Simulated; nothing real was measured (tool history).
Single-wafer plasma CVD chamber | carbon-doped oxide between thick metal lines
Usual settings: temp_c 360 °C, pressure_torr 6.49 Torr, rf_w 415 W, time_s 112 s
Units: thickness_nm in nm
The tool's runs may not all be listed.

| run | hour | temp_c | pressure_torr | rf_w | time_s | read-back reference wafer on the same gauge, thickness_nm | thickness_nm |
|---|---|---|---|---|---|---|---|
| 1 | 0.0 | 365 | 6.49 | 415 | 112 | 567.985 | 447.631 |
| 2 | 70.3 | 365 | 6.49 | 415 | 112 | 567.084 | 450.725 |
| 3 | 130.6 | 365 | 6.49 | 415 | 112 | 568.374 | 447.245 |
| 4 | 157.0 | 360 | 6.49 | 415 | 100 | 568.766 | 405.718 |
| 5 | 223.2 | 360 | 6.49 | 415 | 107 | 568.495 | 429.840 |
| 6 | 263.8 | 360 | 6.49 | 415 | 107 | 568.195 | 432.247 |
| 7 | 295.2 | 360 | 6.49 | 415 | 112 | 568.207 | 450.486 |
|  | 342.3 | showerhead replaced |
| 8 | 350.3 | 360 | 6.49 | 415 | 112 | 567.728 | 452.120 |
| 9 | 397.0 | 360 | 6.49 | 415 | 112 | 567.428 | 453.322 |
| 10 | 427.5 | 360 | 6.49 | 355 | 112 | 568.129 | 386.083 |
|  | 485.6 | RF generator calibrated |
| 11 | 491.8 | 360 | 6.49 | 355 | 112 | 568.139 | 408.378 |
| 12 | 521.8 | 360 | 6.49 | 415 | 112 | 567.279 | 476.178 |
|  | 545.2 | gauge calibrated |
|  | 545.5 | thermocouple changed; heater temperature recalibrated |
| 13 | 555.3 | 346 | 6.49 | 365 | 112 | 568.647 | 434.835 |
| 14 | 605.6 | 368 | 6.49 | 415 | 128 | 568.238 | 527.171 |
| 15 | 677.0 | 360 | 5.09 | 415 | 112 | 568.322 | 459.961 |
| 16 | 735.2 | 370 | 7.49 | 415 | 102 | 568.277 | 424.808 |
| 17 | 775.2 | 350 | 8.05 | 415 | 112 | 567.893 | 493.907 |
|  | 800.7 | capacitance manometer re-zeroed and calibrated |
| 18 | 868.0 | 360 | 5.95 | 490 | 123 | 567.991 | 589.432 |
| 19 | 904.6 | 360 | 6.49 | 390 | 112 | 568.572 | 444.705 |
| 20 | 944.1 | 360 | 6.49 | 415 | 94 | 568.437 | 395.628 |
| 21 | 989.9 | 369 | 6.49 | 465 | 112 | 567.695 | 506.929 |
| 22 | 1054.1 | 360 | 6.49 | 415 | 112 | 567.035 | 471.572 |

Measured less the same run without the tool's hidden state. The same run-to-run variation is in both; the gauge's scatter may not be:
The hidden state here: wafer temperature above the value expected at the setpoint (K); delivered RF power above the setpoint (%); true pressure above the setpoint (%); gauge reads high (%).
| run | thickness_nm |
|---|---|
| 1 | -24.131 |
| 2 | -25.014 |
| 3 | -25.432 |
| 4 | -23.319 |
| 5 | -25.383 |
| 6 | -25.943 |
| 7 | -27.375 |
| 8 | -28.071 |
| 9 | -28.653 |
| 10 | -25.721 |
| 11 | -3.568 |
| 12 | -4.274 |
| 13 | -4.385 |
| 14 | -5.633 |
| 15 | -5.586 |
| 16 | -5.667 |
| 17 | -6.995 |
| 18 | -8.002 |
| 19 | -7.818 |
| 20 | -6.985 |
| 21 | -8.117 |
| 22 | -9.406 |
